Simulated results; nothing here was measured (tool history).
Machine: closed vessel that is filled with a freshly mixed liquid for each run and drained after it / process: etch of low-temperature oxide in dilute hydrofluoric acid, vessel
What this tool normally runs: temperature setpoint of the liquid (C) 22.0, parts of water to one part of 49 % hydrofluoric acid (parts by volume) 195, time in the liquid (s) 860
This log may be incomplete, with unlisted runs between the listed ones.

run    hour  temperature setpoint of the liquid (C)  parts of water to one part of 49 % hydrofluoric acid (parts by volume)  time in the liquid (s)  read-back film thickness of the low-temperature oxide reference wafer, read on the same gauge (nm)  thickness taken off the low-temperature oxide on a monitor wafer (Å)
  1     0.0                                    22.0                                                                     195                     860                                                                                               59.99                                                                 548.4
  2    59.7                                    22.0                                                                     195                     860                                                                                               60.00                                                                 535.8
  3    97.4                                    22.0                                                                     195                     860                                                                                               60.00                                                                 547.5
  4   142.3                                    22.0                                                                     195                     860                                                                                               60.00                                                                 539.3
  5   200.8                                    22.0                                                                     195                     860                                                                                               59.99                                                                 550.1
  6   340.1                                    22.0                                                                     195                     860                                                                                               59.99                                                                 553.0
  7   366.9                                    22.0                                                                     195                     860                                                                                               59.99                                                                 545.7
  8   435.8                                    22.0                                                                     195                     860                                                                                               59.98                                                                 554.2
  9   475.2                                    24.5                                                                     195                     860                                                                                               60.00                                                                 601.4
 10   544.4                                    24.5                                                                     195                     860                                                                                               60.01                                                                 586.0
      668.3  -- hydrofluoric acid flow meter replaced
      673.9  -- gauge calibrated
 11   720.7                                    22.0                                                                     280                     860                                                                                               60.00                                                                 352.9
 12   776.5                                    27.0                                                                     165                     860                                                                                               59.99                                                                 790.5
 13   813.7                                    22.0                                                                     195                     860                                                                                               60.01                                                                 546.7
 14   964.7                                    25.5                                                                     285                     545                                                                                               60.02                                                                 244.7
 15  1033.3                                    25.0                                                                     275                     860                                                                                               60.01                                                                 394.2
     1079.1  -- thermometer replaced
 16  1098.1                                    18.5                                                                     295                     860                                                                                               60.00                                                                 291.1
 17  1129.4                                    22.0                                                                     120                     860                                                                                               59.99                                                                 957.4
 18  1193.3                                    18.0                                                                     195                    1040                                                                                               59.98                                                                 562.1
 19  1236.1                                    22.0                                                                     195                     860                                                                                               60.00                                                                 551.3
 20  1301.0                                    22.0                                                                     195                     860                                                                                               59.99                                                                 545.0
 21  1355.7                                    25.0                                                                     290                    1335                                                                                               59.99                                                                 584.9

Below are 3 alternative next runs, each starting from the tool's condition after run 21. Predict each:
  A  1356.6                                    22.0                                                                     195                     860                                                                                                   ?                                                                     ?
  B  1356.6                                    25.5                                                                     195                     860                                                                                                   ?                                                                     ?
  C  1356.6                                    22.0                                                                     195                     400                                                                                                   ?                                                                     ?

run  read-back film thickness of the low-temperature oxide reference wafer, read on the same gauge (nm)  thickness taken off the low-temperature oxide on a monitor wafer (Å)
  A                                                                                               59.97                                                                 557.5
  B                                                                                               59.97                                                                 635.0
  C                                                                                               59.97                                                                 259.3
With no hidden state in the tool, these same runs would have given:
run  thickness taken off the low-temperature oxide on a monitor wafer (Å)
  A                                                                 557.5
  B                                                                 635.0
  C                                                                 259.3
